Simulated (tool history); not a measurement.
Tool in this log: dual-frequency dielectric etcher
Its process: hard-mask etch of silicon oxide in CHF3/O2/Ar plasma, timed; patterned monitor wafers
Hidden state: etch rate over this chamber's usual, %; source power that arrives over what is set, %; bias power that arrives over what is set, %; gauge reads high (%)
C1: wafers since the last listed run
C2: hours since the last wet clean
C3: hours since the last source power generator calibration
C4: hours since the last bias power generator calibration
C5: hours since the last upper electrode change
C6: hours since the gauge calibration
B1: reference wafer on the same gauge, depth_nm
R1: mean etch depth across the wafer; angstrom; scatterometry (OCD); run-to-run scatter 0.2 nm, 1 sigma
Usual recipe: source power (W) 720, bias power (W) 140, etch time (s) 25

Run 1, hour 0: usual settings but bias power (W) 150; C1 0; C2 634.4; C3 2947.9; C4 1226.6; C5 2127; C6 3839.7; B1 42.09. Result: R1 464.3 angstrom.
Run 2, hour 41.9: usual settings but etch time (s) 30.5; C1 362; C2 676.3; C3 2989.8; C4 1268.5; C5 2168.9; C6 3881.6; B1 42.07. Result: R1 551.2 angstrom.
Run 3, hour 132.5: usual settings; C1 782; C2 766.9; C3 3080.4; C4 1359.1; C5 2259.5; C6 3972.2; B1 42.07. Result: R1 453.3 angstrom.
At hour 203.8: wet clean of the chamber.
Run 4, hour 225: usual settings; C1 591; C2 21.2; C3 3172.9; C4 1451.6; C5 2352; C6 4064.7; B1 42.07. Result: R1 450.3 angstrom.
Run 5, hour 288.8: usual settings; C1 551; C2 85; C3 3236.7; C4 1515.4; C5 2415.8; C6 4128.5; B1 42.11. Result: R1 450.7 angstrom.
Run 6, hour 330.4: usual settings; C1 359; C2 126.6; C3 3278.3; C4 1557; C5 2457.4; C6 4170.1; B1 42.17. Result: R1 453 angstrom.
Run 7, hour 368.1: usual settings; C1 325; C2 164.3; C3 3316; C4 1594.7; C5 2495.1; C6 4207.8; B1 42.14. Result: R1 450.8 angstrom.
Run 8, hour 413.7: usual settings but source power (W) 870, bias power (W) 150; C1 393; C2 209.9; C3 3361.6; C4 1640.3; C5 2540.7; C6 4253.4; B1 42.13. Result: R1 491.3 angstrom.
At hour 437.2: gauge calibrated.
Run 9, hour 491.4: usual settings; C1 671; C2 287.6; C3 3439.3; C4 1718; C5 2618.4; C6 54.2; B1 42.1. Result: R1 449.7 angstrom.
Run 10, hour 530.3: usual settings; C1 336; C2 326.5; C3 3478.2; C4 1756.9; C5 2657.3; C6 93.1; B1 42.13. Result: R1 451.7 angstrom.
Run 11, hour 595.8: usual settings; C1 565; C2 392; C3 3543.7; C4 1822.4; C5 2722.8; C6 158.6; B1 42.06. Result: R1 447.9 angstrom.
Run 12, hour 649.5: usual settings but source power (W) 900; C1 463; C2 445.7; C3 3597.4; C4 1876.1; C5 2776.5; C6 212.3; B1 42.05. Result: R1 483.8 angstrom.
At hour 669.1: source power generator calibrated.
Run 13, hour 696.5: usual settings but source power (W) 840, bias power (W) 161, etch time (s) 31; C1 371; C2 492.7; C3 27.4; C4 1923.1; C5 2823.5; C6 259.3; B1 42.13. Result: R1 612.8 angstrom.
At hour 753.9: upper electrode replaced, of another model than before.
Run 14, hour 754.4: usual settings but source power (W) 830, bias power (W) 161, etch time (s) 20; C1 292; C2 550.6; C3 85.3; C4 1981; C5 0.5; C6 317.2; B1 42.13. Result: R1 402.8 angstrom.
Run 15, hour 799.5: usual settings but source power (W) 830, bias power (W) 161, etch time (s) 20; C1 389; C2 595.7; C3 130.4; C4 2026.1; C5 45.6; C6 362.3; B1 42.03. Result: R1 401 angstrom.
Run 16, hour 895.8: usual settings but source power (W) 600, bias power (W) 164, etch time (s) 20; C1 832; C2 692; C3 226.7; C4 2122.4; C5 141.9; C6 458.6; B1 42.16. Result: R1 349.7 angstrom.
At hour 921.3: wet clean of the chamber.
Run 17, hour 999.7: usual settings; C1 690; C2 78.4; C3 330.6; C4 2226.3; C5 245.8; C6 562.5; B1 42.15. Result: R1 450.7 angstrom.
Run 18, hour 1063.9: usual settings but etch time (s) 19; C1 554; C2 142.6; C3 394.8; C4 2290.5; C5 310; C6 626.7; B1 42.12. Result: R1 340.9 angstrom.
At hour 1100.9: bias power generator calibrated.
Run 19, hour 1129.8: usual settings but etch time (s) 21; C1 534; C2 208.5; C3 460.7; C4 28.9; C5 375.9; C6 692.6; B1 42.13. Result: R1 386.2 angstrom.
Run 20, hour 1167.8: usual settings; C1 328; C2 246.5; C3 498.7; C4 66.9; C5 413.9; C6 730.6; B1 42.08. Result: R1 462.1 angstrom.
Run 21, hour 1465.1: usual settings but bias power (W) 169; C1 2568; C2 543.8; C3 796; C4 364.2; C5 711.2; C6 1027.9; B1 42.12. Result: R1 487.5 angstrom.
Run 22, hour 1566.7: usual settings but source power (W) 610, bias power (W) 155, etch time (s) 19.5; C1 877; C2 645.4; C3 897.6; C4 465.8; C5 812.8; C6 1129.5; B1 42.08. Result: R1 342 angstrom.
Run 23, hour 1666.7: usual settings but source power (W) 550, bias power (W) 121, etch time (s) 27.5; C1 864; C2 745.4; C3 997.6; C4 565.8; C5 912.8; C6 1229.5; B1 42.07. Result: R1 423.9 angstrom.
At hour 1757.7: wet clean of the chamber.
Run 24, hour 1771.8: usual settings but source power (W) 770, bias power (W) 174, etch time (s) 32.5; C1 700; C2 14.1; C3 1102.7; C4 670.9; C5 1017.9; C6 1334.6; B1 42.1. Result: R1 649.5 angstrom.
Run 25, hour 1858: usual settings but source power (W) 670, bias power (W) 106; C1 744; C2 100.3; C3 1188.9; C4 757.1; C5 1104.1; C6 1420.8; B1 42.15. Result: R1 408.1 angstrom.
Run 26, hour 1928.9: usual settings but source power (W) 670; C1 612; C2 171.2; C3 1259.8; C4 828; C5 1175; C6 1491.7; B1 42.09. Result: R1 439.6 angstrom.
Run 27, hour 2077.5: usual settings; C1 1283; C2 319.8; C3 1408.4; C4 976.6; C5 1323.6; C6 1640.3; B1 42.14. Result: R1 454.3 angstrom.
Run 28, hour 2174.9: usual settings; C1 841; C2 417.2; C3 1505.8; C4 1074; C5 1421; C6 1737.7; B1 42.15. Result: R1 453.2 angstrom.
Run 29, hour 2271.9: usual settings; C1 838; C2 514.2; C3 1602.8; C4 1171; C5 1518; C6 1834.7; B1 42.07. Result: R1 458.2 angstrom.
Run 30, hour 2375.5: usual settings but source power (W) 790, bias power (W) 152, etch time (s) 21; C1 895; C2 617.8; C3 1706.4; C4 1274.6; C5 1621.6; C6 1938.3; B1 42.07. Result: R1 408.3 angstrom.

Give the tool's hidden conditions for every run:
etch rate over this chamber's usual, %: 0 across all the runs
source power that arrives over what is set, %: 0 across all the runs
gauge reads high (%): 0 across all the runs
H1: bias power that arrives over what is set, %
run      H1
  1   -2.89
  2   -2.99
  3    -3.2
  4   -3.43
  5   -3.58
  6   -3.68
  7   -3.77
  8   -3.88
  9   -4.07
 10   -4.16
 11   -4.32
 12   -4.45
 13   -4.56
 14    -4.7
 15   -4.81
 16   -5.04
 17   -5.29
 18   -5.44
 19    0.68
 20   0.588
 21  -0.127
 22  -0.371
 23  -0.611
 24  -0.864
 25   -1.07
 26   -1.24
 27    -1.6
 28   -1.83
 29   -2.07
 30   -2.32

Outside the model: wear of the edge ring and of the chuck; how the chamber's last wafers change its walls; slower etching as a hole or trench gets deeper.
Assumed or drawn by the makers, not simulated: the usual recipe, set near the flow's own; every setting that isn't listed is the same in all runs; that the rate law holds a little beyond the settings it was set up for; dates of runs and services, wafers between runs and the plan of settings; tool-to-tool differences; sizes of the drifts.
